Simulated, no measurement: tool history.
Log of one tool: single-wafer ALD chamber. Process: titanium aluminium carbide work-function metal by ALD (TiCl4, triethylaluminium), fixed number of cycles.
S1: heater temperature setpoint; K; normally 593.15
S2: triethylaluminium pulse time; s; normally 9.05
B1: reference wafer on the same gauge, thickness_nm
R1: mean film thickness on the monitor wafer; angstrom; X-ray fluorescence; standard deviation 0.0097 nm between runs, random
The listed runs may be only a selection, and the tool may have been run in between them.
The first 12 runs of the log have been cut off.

| run | hour | S1 | S2 | B1 | R1 |
|---|---|---|---|---|---|
| 13 | 694.4 | 593.15 | 9.05 | 1.872 | 20.57 |
|  | 706.4 | showerhead replaced |
| 14 | 735.6 | 593.15 | 9.05 | 1.87 | 20.55 |
| 15 | 806.4 | 593.15 | 9.05 | 1.867 | 20.63 |
| 16 | 852.8 | 579.15 | 10.86 | 1.869 | 19.64 |
| 17 | 907.7 | 593.15 | 9.05 | 1.868 | 20.62 |
| 18 | 965.2 | 593.15 | 9.05 | 1.87 | 20.5 |
| 19 | 1036.1 | 582.15 | 5.79 | 1.868 | 17.81 |
|  | 1068.2 | thermocouple changed; heater temperature recalibrated |
| 20 | 1072.9 | 593.15 | 9.05 | 1.871 | 20.25 |
| 21 | 1097.9 | 593.15 | 9.05 | 1.868 | 20.18 |
| 22 | 1134 | 602.15 | 5.49 | 1.87 | 18.97 |
| 23 | 1162.9 | 598.15 | 6.54 | 1.87 | 19.58 |
|  | 1171.5 | triethylaluminium bottle replaced |
| 24 | 1211.3 | 586.15 | 10.81 | 1.869 | 20.2 |
|  | 1232 | gauge calibrated |
| 25 | 1409.4 | 584.15 | 10.23 | 1.873 | 20.09 |
| 26 | 1473.8 | 580.15 | 9.05 | 1.872 | 19.25 |
| 27 | 1520.2 | 583.15 | 11.06 | 1.873 | 20.05 |
| 28 | 1581.2 | 601.15 | 9.05 | 1.871 | 21.32 |
| 29 | 1617.7 | 598.15 | 9.05 | 1.867 | 21.01 |
| 30 | 1683.9 | 593.15 | 7.61 | 1.871 | 20.02 |
| 31 | 1740.5 | 598.15 | 7.15 | 1.871 | 20.3 |

Consider 4 possible next runs. They are alternatives, not a sequence: every one starts from the tool as it was left by run 31. What does each give?
| A | 1740.9 | 593.15 | 9.05 | ? | ? |
| B | 1740.9 | 584.15 | 6.97 | ? | ? |
| C | 1740.9 | 608.15 | 11.62 | ? | ? |
| D | 1740.9 | 588.15 | 10.6 | ? | ? |

| run | B1 | R1 |
|---|---|---|
| A | 1.87 | 20.67 |
| B | 1.87 | 18.93 |
| C | 1.87 | 22.66 |
| D | 1.87 | 20.58 |
Without the tool's unlogged condition, the same runs would have read:
| run | R1 |
|---|---|
| A | 20.13 |
| B | 18.42 |
| C | 22.11 |
| D | 20.03 |

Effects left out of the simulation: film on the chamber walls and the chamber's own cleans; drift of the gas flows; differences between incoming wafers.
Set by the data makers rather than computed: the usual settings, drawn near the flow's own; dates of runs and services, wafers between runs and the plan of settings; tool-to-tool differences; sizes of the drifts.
